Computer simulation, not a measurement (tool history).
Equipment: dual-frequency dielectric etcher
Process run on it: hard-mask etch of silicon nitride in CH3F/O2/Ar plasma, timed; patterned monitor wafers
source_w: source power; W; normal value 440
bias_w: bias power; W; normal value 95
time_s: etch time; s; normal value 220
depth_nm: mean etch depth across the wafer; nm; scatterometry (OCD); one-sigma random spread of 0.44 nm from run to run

| run | hour | source_w | bias_w | time_s | read-back reference wafer on the same gauge, depth_nm | depth_nm |
|---|---|---|---|---|---|---|
| 1 | 0 | 440 | 95 | 169 | 155 | 142.9 |
| 2 | 21.1 | 440 | 95 | 174.5 | 155 | 148.1 |
|  | 61 | wet clean of the chamber |
| 3 | 61.5 | 510 | 101 | 220 | 155.1 | 208.6 |
| 4 | 77.7 | 510 | 101 | 220 | 155.1 | 208.4 |
| 5 | 104.2 | 510 | 101 | 220 | 155 | 209 |
| 6 | 123.9 | 440 | 95 | 268 | 154.9 | 228.1 |
| 7 | 150.1 | 440 | 95 | 268 | 154.9 | 226.9 |
| 8 | 176.8 | 440 | 95 | 268 | 155 | 227.7 |
| 9 | 204.3 | 440 | 95 | 220 | 155 | 187 |
| 10 | 229.8 | 440 | 95 | 220 | 154.9 | 186 |
|  | 267.1 | upper electrode replaced |
| 11 | 267.6 | 440 | 95 | 220 | 155.1 | 186.7 |
| 12 | 291.4 | 440 | 95 | 220 | 155 | 187.4 |
| 13 | 315 | 440 | 95 | 220 | 154.9 | 186.7 |
| 14 | 336.3 | 440 | 95 | 220 | 154.9 | 185.5 |
|  | 354.7 | gauge calibrated |
| 15 | 366.7 | 490 | 86 | 164.5 | 155.1 | 142.2 |
|  | 388.4 | bias power generator calibrated |
| 16 | 388.9 | 440 | 95 | 220 | 155.1 | 177.9 |
| 17 | 423.2 | 440 | 95 | 220 | 155 | 178.4 |
|  | 437 | source power generator calibrated |
|  | 448.3 | wet clean of the chamber |
| 18 | 448.8 | 440 | 105 | 158 | 154.9 | 134 |
| 19 | 467.6 | 470 | 81 | 271 | 155.2 | 212.4 |
| 20 | 485.1 | 380 | 82 | 220 | 154.9 | 151.9 |
| 21 | 510.8 | 500 | 95 | 220 | 155.1 | 192 |
|  | 532.1 | bias power generator calibrated, repeated, since the last time left the tool worse |
| 22 | 535.9 | 360 | 88 | 237 | 155 | 168.5 |
| 23 | 610.1 | 510 | 87 | 285 | 155 | 248.9 |
| 24 | 633.4 | 440 | 95 | 220 | 154.9 | 184.6 |
| 25 | 652.4 | 410 | 95 | 220 | 154.9 | 176.6 |
| 26 | 684.4 | 540 | 95 | 220 | 154.9 | 205.7 |
| 27 | 704.6 | 440 | 95 | 203 | 154.9 | 169.8 |
| 28 | 726.8 | 440 | 95 | 220 | 155 | 183.9 |
| 29 | 746.9 | 440 | 95 | 220 | 155.1 | 183.9 |

Branching from run 29: 5 alternative next runs. What would each branch give?
| A | 747.4 | 440 | 104 | 220 | ? | ? |
| B | 747.4 | 400 | 95 | 220 | ? | ? |
| C | 747.4 | 550 | 77 | 220 | ? | ? |
| D | 747.4 | 480 | 95 | 272 | ? | ? |
| E | 747.4 | 440 | 73 | 273 | ? | ? |

| run | read-back reference wafer on the same gauge, depth_nm | depth_nm |
|---|---|---|
| A | 154.9 | 191.6 |
| B | 154.9 | 173.4 |
| C | 154.9 | 189.9 |
| D | 154.9 | 239.1 |
| E | 154.9 | 202.2 |
The same runs, with their run-to-run variation unchanged, on a tool lacking any hidden condition would have given:
| run | depth_nm |
|---|---|
| A | 190.4 |
| B | 172.4 |
| C | 188.9 |
| D | 237.7 |
| E | 201.1 |

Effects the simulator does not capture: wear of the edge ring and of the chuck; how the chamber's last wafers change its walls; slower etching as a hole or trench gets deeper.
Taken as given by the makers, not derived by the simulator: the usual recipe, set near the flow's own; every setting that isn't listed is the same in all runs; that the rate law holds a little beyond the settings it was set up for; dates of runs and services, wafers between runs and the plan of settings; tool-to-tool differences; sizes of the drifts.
